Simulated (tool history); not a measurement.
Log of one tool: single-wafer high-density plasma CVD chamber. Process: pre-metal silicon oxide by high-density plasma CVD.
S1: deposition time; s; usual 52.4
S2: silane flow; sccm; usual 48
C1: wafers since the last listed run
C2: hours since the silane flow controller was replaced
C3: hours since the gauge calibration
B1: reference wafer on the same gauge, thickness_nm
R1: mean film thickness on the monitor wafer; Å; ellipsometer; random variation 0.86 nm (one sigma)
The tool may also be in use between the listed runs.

run     day    S1  S2    C1      C2      C3       B1       R1
  1   0.000  52.4  48     0  2056.4  1269.4  280.846  2575.55
  2   4.162  52.4  48  2422  2156.3  1369.3  280.705  2581.66
  3   7.371  52.4  55  1867  2233.3  1446.3  281.092  2984.10
  4  10.483  52.4  52  1811  2308.0  1521.0  281.393  2805.73
  5  12.142  52.4  48   965  2347.8  1560.8  281.131  2607.04
  6  13.967  44.4  48  1062  2391.6  1604.6  281.193  2183.67
  7  17.462  52.4  51  2034  2475.5  1688.5  280.947  2782.67
  8  20.229  52.4  51  1610  2541.9  1754.9  280.605  2768.20
  9  24.712  58.1  48  2609  2649.5  1862.5  280.588  2909.60
 10  28.283  58.1  48  2078  2735.2  1948.2  280.707  2886.61
     29.658  -- silane flow controller replaced
 11  30.446  44.7  41  1064    18.9  2000.1  280.837  1811.69
 12  33.550  52.4  48  1806    93.4  2074.6  280.656  2488.60
 13  37.729  52.4  48  2432   193.7  2174.9  280.694  2491.81
     40.188  -- gauge calibrated
 14  40.338  52.4  48  1518   256.3     3.6  280.888  2496.27
 15  44.371  55.4  40  2347   353.1   100.4  281.201  2214.64
 16  48.271  44.3  45  2269   446.7   194.0  280.853  1975.81
 17  52.742  52.4  43  2602   554.0   301.3  281.697  2246.63
 18  56.421  52.4  56  2141   642.3   389.6  280.426  2929.72
 19  59.183  48.6  48  1607   708.6   455.9  280.689  2352.01
 20  62.042  56.2  41  1663   777.2   524.5  281.096  2303.78
 21  64.808  59.9  56  1610   843.6   590.9  280.996  3366.82
 22  67.542  52.4  40  1590   909.2   656.5  281.033  2097.74
 23  70.675  52.4  48  1823   984.4   731.7  280.890  2525.70
 24  72.875  55.8  48  1280  1037.2   784.5  281.390  2698.07
 25  77.071  42.2  53  2442  1137.9   885.2  280.795  2268.81
 26  80.854  52.4  48  2202  1228.7   976.0  280.474  2545.00
 27  85.333  59.9  56  2607  1336.2  1083.5  281.099  3391.12
 28  88.342  48.4  57  1750  1408.4  1155.7  280.916  2794.49

What the log doesn't show, run by run:
gauge reads high (%): 0 in every run
H1: delivered silane flow above the setpoint (%)
run      H1
  1    3.64
  2    3.82
  3    3.96
  4    4.09
  5    4.16
  6    4.24
  7    4.39
  8     4.5
  9     4.7
 10    4.85
 11  -0.168
 12  -0.036
 13   0.142
 14   0.253
 15   0.425
 16   0.592
 17   0.782
 18   0.939
 19    1.06
 20    1.18
 21     1.3
 22    1.41
 23    1.55
 24    1.64
 25    1.82
 26    1.98
 27    2.17
 28     2.3
